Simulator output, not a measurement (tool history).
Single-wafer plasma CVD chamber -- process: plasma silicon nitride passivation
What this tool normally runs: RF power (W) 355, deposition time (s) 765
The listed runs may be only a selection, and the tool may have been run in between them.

run,day,RF power (W),deposition time (s),"read-back reference wafer on the same gauge, thickness_nm",mean film thickness on the monitor wafer (angstrom)
1,0.000,355,765,1222.276,10350.22
2,1.017,355,765,1220.416,10348.32
3,3.446,380,765,1222.598,10497.27
4,4.654,355,765,1220.699,10366.24
5,6.221,355,765,1218.719,10347.31
6,7.496,355,765,1219.198,10385.56
7,9.438,355,765,1219.359,10284.66
8,10.692,355,765,1218.532,10289.07
9,12.775,355,765,1217.686,10340.13
10,14.938,355,765,1218.217,10308.06
11,16.371,355,765,1220.941,10300.14
12,18.788,355,765,1219.877,10323.59
13,20.967,355,765,1220.086,10305.25
14,23.088,355,765,1218.425,10288.32
15,25.488,355,765,1220.242,10314.60
16,27.946,355,811,1220.878,10878.93
17,30.008,395,723,1219.376,9911.61
18,32.129,395,723,1221.674,9852.18
# day 33.083: RF generator calibrated
19,35.025,355,765,1219.573,10363.06
20,36.538,355,765,1219.878,10478.20
21,38.100,325,765,1220.729,10156.22
22,39.654,300,765,1221.373,10059.08
# day 40.800: showerhead replaced
23,41.188,355,765,1219.295,10470.61
24,43.183,315,854,1218.600,11348.64
25,44.250,355,765,1219.924,10432.83
# day 44.933: gauge calibrated
26,47.242,375,613,1220.295,8425.83
27,49.379,425,656,1220.750,9287.12
28,51.500,355,765,1218.486,10437.18
29,53.096,390,765,1219.349,10541.66
30,56.008,355,765,1219.020,10355.07
31,58.350,355,868,1222.006,11705.68
32,60.279,310,683,1220.271,9013.17
33,62.575,410,613,1220.458,8530.94
34,65.183,385,637,1220.300,8682.69
35,66.533,300,914,1219.934,11909.19
36,68.904,335,648,1220.701,8666.11
37,71.754,305,765,1221.974,10005.57
38,74.454,425,808,1219.455,11328.72
39,76.546,375,765,1219.423,10482.78
40,77.908,320,864,1220.309,11302.31

Same runs, no hidden state in the tool, same run-to-run variation:
Unlogged tool condition in this case: delivered RF power above the setpoint (%); gauge reads high (%).
run,mean film thickness on the monitor wafer (angstrom)
1,10435.49
2,10437.35
3,10596.77
4,10469.02
5,10455.76
6,10499.22
7,10404.47
8,10413.64
9,10473.19
10,10448.88
11,10446.28
12,10479.27
13,10468.96
14,10459.86
15,10495.81
16,11080.06
17,10102.53
18,10049.83
19,10380.25
20,10501.11
21,10183.98
22,10092.06
23,10510.58
24,11399.95
25,10483.93
26,8476.04
27,9349.53
28,10515.22
29,10626.51
30,10449.25
31,11822.03
32,9109.05
33,8628.80
34,8790.55
35,12063.02
36,8785.58
37,10154.02
38,11508.11
39,10656.91
40,11495.79
